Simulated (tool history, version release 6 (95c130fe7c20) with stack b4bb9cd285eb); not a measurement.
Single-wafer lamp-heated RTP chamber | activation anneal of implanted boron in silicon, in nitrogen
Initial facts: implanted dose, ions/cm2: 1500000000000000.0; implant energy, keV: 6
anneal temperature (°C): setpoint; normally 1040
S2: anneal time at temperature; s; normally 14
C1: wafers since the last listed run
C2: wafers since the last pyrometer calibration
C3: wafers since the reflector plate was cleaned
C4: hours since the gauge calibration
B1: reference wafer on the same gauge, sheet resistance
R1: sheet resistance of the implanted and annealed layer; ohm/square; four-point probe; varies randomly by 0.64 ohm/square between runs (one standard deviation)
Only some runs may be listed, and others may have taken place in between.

run 1 hour=0 | anneal_temperature_(°C)=1040 S2=14 | C1=0 C2=6040 C3=4636 C4=994.3 | B1=104.97 | R1=116.2
-- hour=46.9 gauge calibrated
run 2 hour=55.9 | anneal_temperature_(°C)=1040 S2=14 | C1=1384 C2=7425 C3=6021 C4=9 | B1=105.1 | R1=115.09
-- hour=70 pyrometer window cleaned and pyrometer calibrated
run 3 hour=93.4 | anneal_temperature_(°C)=1040 S2=14 | C1=730 C2=580 C3=6752 C4=46.5 | B1=105.06 | R1=114.76
-- hour=173.9 reflector plate cleaned
run 4 hour=174.4 | anneal_temperature_(°C)=1040 S2=14 | C1=1808 C2=2388 C3=12 C4=127.5 | B1=105.05 | R1=116.51
run 5 hour=270.3 | anneal_temperature_(°C)=1040 S2=14 | C1=2375 C2=4764 C3=2388 C4=223.4 | B1=104.96 | R1=116.69
run 6 hour=329.9 | anneal_temperature_(°C)=1040 S2=14 | C1=1476 C2=6241 C3=3864 C4=283 | B1=104.9 | R1=115.55
-- hour=362.9 pyrometer window cleaned and pyrometer calibrated
run 7 hour=430.5 | anneal_temperature_(°C)=1040 S2=14 | C1=2293 C2=1675 C3=6158 C4=383.6 | B1=104.9 | R1=114.43
-- hour=478.7 reflector plate cleaned
run 8 hour=481 | anneal_temperature_(°C)=1040 S2=14 | C1=1052 C2=2728 C3=56 C4=434.1 | B1=104.96 | R1=116.91
run 9 hour=583.7 | anneal_temperature_(°C)=1040 S2=14 | C1=2544 C2=5272 C3=2600 C4=536.8 | B1=104.93 | R1=115.84
run 10 hour=667.4 | anneal_temperature_(°C)=1040 S2=14 | C1=2073 C2=7346 C3=4673 C4=620.5 | B1=104.89 | R1=116.32
-- hour=695.9 pyrometer window cleaned and pyrometer calibrated
run 11 hour=718.2 | anneal_temperature_(°C)=1040 S2=14 | C1=1060 C2=552 C3=5734 C4=671.3 | B1=105.03 | R1=114.84
run 12 hour=778.5 | anneal_temperature_(°C)=1040 S2=14 | C1=1493 C2=2045 C3=7227 C4=731.6 | B1=105.02 | R1=114.32
-- hour=810.2 reflector plate cleaned
run 13 hour=862.3 | anneal_temperature_(°C)=1057 S2=14 | C1=1877 C2=3923 C3=1291 C4=815.4 | B1=105.11 | R1=107.78
run 14 hour=911.1 | anneal_temperature_(°C)=1040 S2=14 | C1=1208 C2=5132 C3=2500 C4=864.2 | B1=104.95 | R1=117.33
-- hour=971.6 gauge calibrated
-- hour=1017.4 pyrometer window cleaned and pyrometer calibrated
run 15 hour=1017.9 | anneal_temperature_(°C)=1031 S2=6 | C1=2447 C2=12 C3=4948 C4=46.3 | B1=104.98 | R1=132.88
run 16 hour=1048.7 | anneal_temperature_(°C)=1040 S2=21 | C1=763 C2=775 C3=5711 C4=77.1 | B1=104.91 | R1=110.67
-- hour=1121.5 reflector plate cleaned
run 17 hour=1126.6 | anneal_temperature_(°C)=1040 S2=14 | C1=1731 C2=2506 C3=125 C4=155 | B1=105.14 | R1=117.29
run 18 hour=1191.8 | anneal_temperature_(°C)=1067 S2=14 | C1=1615 C2=4122 C3=1740 C4=220.2 | B1=105.06 | R1=101.95
run 19 hour=1265 | anneal_temperature_(°C)=1010 S2=10 | C1=1813 C2=5935 C3=3553 C4=293.4 | B1=105.04 | R1=138.42
run 20 hour=1313.2 | anneal_temperature_(°C)=1040 S2=14 | C1=1194 C2=7129 C3=4747 C4=341.6 | B1=105.16 | R1=117.05
-- hour=1339.5 pyrometer window cleaned and pyrometer calibrated
run 21 hour=1393.4 | anneal_temperature_(°C)=1060 S2=22 | C1=1788 C2=1334 C3=6536 C4=421.8 | B1=105.01 | R1=97.22
-- hour=1442.9 reflector plate cleaned
run 22 hour=1477.8 | anneal_temperature_(°C)=1012 S2=11 | C1=1892 C2=3227 C3=864 C4=506.2 | B1=104.79 | R1=136.77
run 23 hour=1557.7 | anneal_temperature_(°C)=1061 S2=19 | C1=1979 C2=5206 C3=2843 C4=586.1 | B1=105.15 | R1=99.81
run 24 hour=1594.5 | anneal_temperature_(°C)=1040 S2=14 | C1=911 C2=6118 C3=3755 C4=622.9 | B1=104.83 | R1=115.86

Below are 5 alternative next runs, each starting from the tool's condition after run 24. Predict each:
run A hour=1594.9 | anneal_temperature_(°C)=1040 S2=9 | C1=9 C2=6128 C3=3765 C4=623.3 | B1=? | R1=?
run B hour=1594.9 | anneal_temperature_(°C)=1040 S2=16 | C1=9 C2=6128 C3=3765 C4=623.3 | B1=? | R1=?
run C hour=1594.9 | anneal_temperature_(°C)=1040 S2=18 | C1=9 C2=6128 C3=3765 C4=623.3 | B1=? | R1=?
run D hour=1594.9 | anneal_temperature_(°C)=1049 S2=19 | C1=9 C2=6128 C3=3765 C4=623.3 | B1=? | R1=?
run E hour=1594.9 | anneal_temperature_(°C)=1023 S2=14 | C1=9 C2=6128 C3=3765 C4=623.3 | B1=? | R1=?

run=A B1=104.87 R1=121.94
run=B B1=104.87 R1=113.8
run=C B1=104.87 R1=112.01
run=D B1=104.87 R1=106.06
run=E B1=104.87 R1=125.63
Stripped of hidden state, with their random variation kept, the same runs would have yielded:
run=A R1=123.17
run=B R1=115.11
run=C R1=113.34
run=D R1=107.31
run=E R1=126.97

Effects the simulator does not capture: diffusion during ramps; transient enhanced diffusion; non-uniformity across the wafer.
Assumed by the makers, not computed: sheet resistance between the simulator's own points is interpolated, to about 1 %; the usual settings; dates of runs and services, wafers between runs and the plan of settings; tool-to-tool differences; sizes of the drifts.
